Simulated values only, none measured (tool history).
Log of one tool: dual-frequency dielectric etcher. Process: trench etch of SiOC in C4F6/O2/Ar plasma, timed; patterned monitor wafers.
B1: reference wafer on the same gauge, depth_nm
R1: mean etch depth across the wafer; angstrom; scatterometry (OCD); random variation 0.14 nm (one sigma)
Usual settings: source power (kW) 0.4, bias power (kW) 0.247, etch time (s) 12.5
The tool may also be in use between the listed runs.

run 1 hour=0 | source_power_(kW)=0.4 bias_power_(kW)=0.293 etch_time_(s)=9.5 | B1=34.89 | R1=246.1
run 2 hour=120.1 | source_power_(kW)=0.4 bias_power_(kW)=0.293 etch_time_(s)=9.5 | B1=34.93 | R1=244.8
run 3 hour=162.8 | source_power_(kW)=0.4 bias_power_(kW)=0.247 etch_time_(s)=12.5 | B1=34.91 | R1=303.6
run 4 hour=197.9 | source_power_(kW)=0.4 bias_power_(kW)=0.247 etch_time_(s)=12.5 | B1=34.9 | R1=305.3
run 5 hour=236 | source_power_(kW)=0.4 bias_power_(kW)=0.247 etch_time_(s)=12.5 | B1=34.89 | R1=306.6
run 6 hour=262.2 | source_power_(kW)=0.4 bias_power_(kW)=0.247 etch_time_(s)=12.5 | B1=34.89 | R1=304.3
run 7 hour=315.1 | source_power_(kW)=0.4 bias_power_(kW)=0.279 etch_time_(s)=12.5 | B1=34.89 | R1=318.6
run 8 hour=345.8 | source_power_(kW)=0.4 bias_power_(kW)=0.247 etch_time_(s)=12.5 | B1=34.9 | R1=304.9
run 9 hour=379.9 | source_power_(kW)=0.4 bias_power_(kW)=0.247 etch_time_(s)=12.5 | B1=34.9 | R1=303.3
run 10 hour=421.6 | source_power_(kW)=0.4 bias_power_(kW)=0.247 etch_time_(s)=12.5 | B1=34.92 | R1=303.3
run 11 hour=489.2 | source_power_(kW)=0.4 bias_power_(kW)=0.247 etch_time_(s)=12.5 | B1=34.92 | R1=305.1
run 12 hour=569.3 | source_power_(kW)=0.32 bias_power_(kW)=0.22 etch_time_(s)=10.5 | B1=34.91 | R1=212
run 13 hour=665.1 | source_power_(kW)=0.47 bias_power_(kW)=0.206 etch_time_(s)=12.5 | B1=34.95 | R1=315.4
run 14 hour=701 | source_power_(kW)=0.4 bias_power_(kW)=0.247 etch_time_(s)=10 | B1=34.88 | R1=242.1
run 15 hour=726.9 | source_power_(kW)=0.4 bias_power_(kW)=0.247 etch_time_(s)=12.5 | B1=34.9 | R1=302.6
run 16 hour=754.7 | source_power_(kW)=0.4 bias_power_(kW)=0.247 etch_time_(s)=10.5 | B1=34.91 | R1=254.9
run 17 hour=801.4 | source_power_(kW)=0.31 bias_power_(kW)=0.247 etch_time_(s)=12.5 | B1=34.91 | R1=256
run 18 hour=830.3 | source_power_(kW)=0.49 bias_power_(kW)=0.201 etch_time_(s)=16.5 | B1=34.89 | R1=422.2
run 19 hour=1024.8 | source_power_(kW)=0.4 bias_power_(kW)=0.247 etch_time_(s)=12.5 | B1=34.9 | R1=302.8
run 20 hour=1096.3 | source_power_(kW)=0.44 bias_power_(kW)=0.27 etch_time_(s)=12.5 | B1=34.94 | R1=331.2
run 21 hour=1129.1 | source_power_(kW)=0.48 bias_power_(kW)=0.247 etch_time_(s)=12.5 | B1=34.9 | R1=337.2
run 22 hour=1198 | source_power_(kW)=0.4 bias_power_(kW)=0.247 etch_time_(s)=12.5 | B1=34.93 | R1=306.2
run 23 hour=1252.2 | source_power_(kW)=0.3 bias_power_(kW)=0.263 etch_time_(s)=8.5 | B1=34.91 | R1=175.3
run 24 hour=1309 | source_power_(kW)=0.4 bias_power_(kW)=0.247 etch_time_(s)=12.5 | B1=34.92 | R1=306.8
run 25 hour=1360.8 | source_power_(kW)=0.4 bias_power_(kW)=0.247 etch_time_(s)=11 | B1=34.86 | R1=270
run 26 hour=1499.9 | source_power_(kW)=0.4 bias_power_(kW)=0.194 etch_time_(s)=12.5 | B1=34.93 | R1=281.6
run 27 hour=1554.6 | source_power_(kW)=0.4 bias_power_(kW)=0.207 etch_time_(s)=12.5 | B1=34.9 | R1=286.7
run 28 hour=1605.4 | source_power_(kW)=0.44 bias_power_(kW)=0.289 etch_time_(s)=9.5 | B1=34.89 | R1=258.5
run 29 hour=1632.7 | source_power_(kW)=0.4 bias_power_(kW)=0.247 etch_time_(s)=12.5 | B1=34.91 | R1=304.4
run 30 hour=1680.9 | source_power_(kW)=0.49 bias_power_(kW)=0.247 etch_time_(s)=12.5 | B1=34.89 | R1=345.4
run 31 hour=1718 | source_power_(kW)=0.46 bias_power_(kW)=0.211 etch_time_(s)=8.5 | B1=34.9 | R1=214.1

Taken out of this log: 8 entries between the listed runs. Where each belongs, and how the hidden state differs across it:
Between runs 2 and 3: wet clean of the chamber (hour 162.3)
  no hidden state differs between the two runs
Between runs 6 and 7: upper electrode replaced (hour 314.6)
  no hidden state differs between the two runs
Between runs 10 and 11: gauge calibrated (hour 483.9)
  no hidden state differs between the two runs
Between runs 11 and 12: wet clean of the chamber (hour 568.8)
  no hidden state differs between the two runs
Between runs 17 and 18: bias power generator calibrated (hour 818)
  no hidden state differs between the two runs
Between runs 18 and 19: wet clean of the chamber (hour 968.9)
  no hidden state differs between the two runs
Between runs 19 and 20: source power generator calibrated (hour 1077.5)
  no hidden state differs between the two runs
Between runs 25 and 26: wet clean of the chamber (hour 1406.5)
  no hidden state differs between the two runs
